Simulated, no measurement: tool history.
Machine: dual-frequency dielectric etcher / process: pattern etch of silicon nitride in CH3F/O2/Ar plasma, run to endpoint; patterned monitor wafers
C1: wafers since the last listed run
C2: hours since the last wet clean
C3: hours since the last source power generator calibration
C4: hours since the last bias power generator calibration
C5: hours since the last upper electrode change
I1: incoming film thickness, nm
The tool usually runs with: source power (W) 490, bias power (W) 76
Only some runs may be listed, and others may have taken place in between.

{"run": 1, "hour": 0.0, "source power (W)": 550, "bias power (W)": 76, "C1": 0, "C2": 441.8, "C3": 2177.6, "C4": 2661.1, "C5": 4152.8, "I1": 37.31, "endpoint time (s)": 44.6}
{"run": 2, "hour": 9.5, "source power (W)": 490, "bias power (W)": 76, "C1": 125, "C2": 451.3, "C3": 2187.1, "C4": 2670.6, "C5": 4162.3, "I1": 36.88, "endpoint time (s)": 46.1}
{"run": 3, "hour": 48.3, "source power (W)": 440, "bias power (W)": 70, "C1": 512, "C2": 490.1, "C3": 2225.9, "C4": 2709.4, "C5": 4201.1, "I1": 37.48, "endpoint time (s)": 50.4}
{"run": 4, "hour": 60.8, "source power (W)": 530, "bias power (W)": 76, "C1": 165, "C2": 502.6, "C3": 2238.4, "C4": 2721.9, "C5": 4213.6, "I1": 37.54, "endpoint time (s)": 45.6}
{"run": 5, "hour": 72.2, "source power (W)": 490, "bias power (W)": 64, "C1": 150, "C2": 514.0, "C3": 2249.8, "C4": 2733.3, "C5": 4225.0, "I1": 36.93, "endpoint time (s)": 48.3}
{"run": 6, "hour": 89.3, "source power (W)": 490, "bias power (W)": 64, "C1": 226, "C2": 531.1, "C3": 2266.9, "C4": 2750.4, "C5": 4242.1, "I1": 36.8, "endpoint time (s)": 47.9}
{"run": 7, "hour": 101.5, "source power (W)": 540, "bias power (W)": 68, "C1": 161, "C2": 543.3, "C3": 2279.1, "C4": 2762.6, "C5": 4254.3, "I1": 36.98, "endpoint time (s)": 45.8}
{"hour": 162.4, "done": "upper electrode replaced"}
{"run": 8, "hour": 162.9, "source power (W)": 540, "bias power (W)": 68, "C1": 494, "C2": 604.7, "C3": 2340.5, "C4": 2824.0, "C5": 0.5, "I1": 36.91, "endpoint time (s)": 45.9}
{"run": 9, "hour": 163.2, "source power (W)": 540, "bias power (W)": 68, "C1": 3, "C2": 605.0, "C3": 2340.8, "C4": 2824.3, "C5": 0.8, "I1": 37.17, "endpoint time (s)": 46.1}
{"hour": 190.4, "done": "bias power generator calibrated"}
{"hour": 192.0, "done": "wet clean of the chamber"}
{"run": 10, "hour": 192.5, "source power (W)": 520, "bias power (W)": 76, "C1": 313, "C2": 0.5, "C3": 2370.1, "C4": 2.1, "C5": 30.1, "I1": 37.03, "endpoint time (s)": 44.6}
{"run": 11, "hour": 195.2, "source power (W)": 520, "bias power (W)": 76, "C1": 35, "C2": 3.2, "C3": 2372.8, "C4": 4.8, "C5": 32.8, "I1": 37.33, "endpoint time (s)": 44.7}
{"run": 12, "hour": 210.1, "source power (W)": 490, "bias power (W)": 76, "C1": 196, "C2": 18.1, "C3": 2387.7, "C4": 19.7, "C5": 47.7, "I1": 37.25, "endpoint time (s)": 46.0}
{"run": 13, "hour": 227.6, "source power (W)": 490, "bias power (W)": 86, "C1": 231, "C2": 35.6, "C3": 2405.2, "C4": 37.2, "C5": 65.2, "I1": 37.17, "endpoint time (s)": 44.9}
{"run": 14, "hour": 241.8, "source power (W)": 490, "bias power (W)": 76, "C1": 187, "C2": 49.8, "C3": 2419.4, "C4": 51.4, "C5": 79.4, "I1": 37.16, "endpoint time (s)": 45.8}
{"run": 15, "hour": 251.7, "source power (W)": 590, "bias power (W)": 89, "C1": 130, "C2": 59.7, "C3": 2429.3, "C4": 61.3, "C5": 89.3, "I1": 36.72, "endpoint time (s)": 40.5}
{"run": 16, "hour": 268.1, "source power (W)": 530, "bias power (W)": 86, "C1": 216, "C2": 76.1, "C3": 2445.7, "C4": 77.7, "C5": 105.7, "I1": 37.16, "endpoint time (s)": 43.2}
{"hour": 279.4, "done": "source power generator calibrated"}
{"run": 17, "hour": 282.0, "source power (W)": 610, "bias power (W)": 76, "C1": 130, "C2": 90.0, "C3": 2.6, "C4": 91.6, "C5": 119.6, "I1": 36.72, "endpoint time (s)": 41.5}
{"run": 18, "hour": 300.7, "source power (W)": 550, "bias power (W)": 90, "C1": 247, "C2": 108.7, "C3": 21.3, "C4": 110.3, "C5": 138.3, "I1": 36.52, "endpoint time (s)": 41.1}
{"run": 19, "hour": 311.6, "source power (W)": 490, "bias power (W)": 85, "C1": 144, "C2": 119.6, "C3": 32.2, "C4": 121.2, "C5": 149.2, "I1": 37.26, "endpoint time (s)": 45.2}
{"run": 20, "hour": 328.4, "source power (W)": 490, "bias power (W)": 76, "C1": 222, "C2": 136.4, "C3": 49.0, "C4": 138.0, "C5": 166.0, "I1": 36.81, "endpoint time (s)": 45.7}
{"run": 21, "hour": 340.0, "source power (W)": 490, "bias power (W)": 76, "C1": 153, "C2": 148.0, "C3": 60.6, "C4": 149.6, "C5": 177.6, "I1": 37.21, "endpoint time (s)": 46.3}
{"run": 22, "hour": 353.3, "source power (W)": 600, "bias power (W)": 69, "C1": 175, "C2": 161.3, "C3": 73.9, "C4": 162.9, "C5": 190.9, "I1": 36.78, "endpoint time (s)": 42.9}
{"run": 23, "hour": 361.5, "source power (W)": 560, "bias power (W)": 63, "C1": 108, "C2": 169.5, "C3": 82.1, "C4": 171.1, "C5": 199.1, "I1": 37.27, "endpoint time (s)": 45.8}
{"run": 24, "hour": 372.9, "source power (W)": 520, "bias power (W)": 70, "C1": 150, "C2": 180.9, "C3": 93.5, "C4": 182.5, "C5": 210.5, "I1": 36.92, "endpoint time (s)": 45.8}

The tool's hidden state at each run:
source power that arrives over what is set, %: 0 in every run
bias power that arrives over what is set, %: 0 in every run
H1: etch rate over this chamber's usual, %
run=1 H1=-1.51
run=2 H1=-1.54
run=3 H1=-1.68
run=4 H1=-1.72
run=5 H1=-1.76
run=6 H1=-1.83
run=7 H1=-1.87
run=8 H1=-2.09
run=9 H1=-2.09
run=10 H1=-0.0199
run=11 H1=-0.0294
run=12 H1=-0.0823
run=13 H1=-0.144
run=14 H1=-0.195
run=15 H1=-0.23
run=16 H1=-0.288
run=17 H1=-0.338
run=18 H1=-0.404
run=19 H1=-0.443
run=20 H1=-0.502
run=21 H1=-0.543
run=22 H1=-0.591
run=23 H1=-0.62
run=24 H1=-0.66
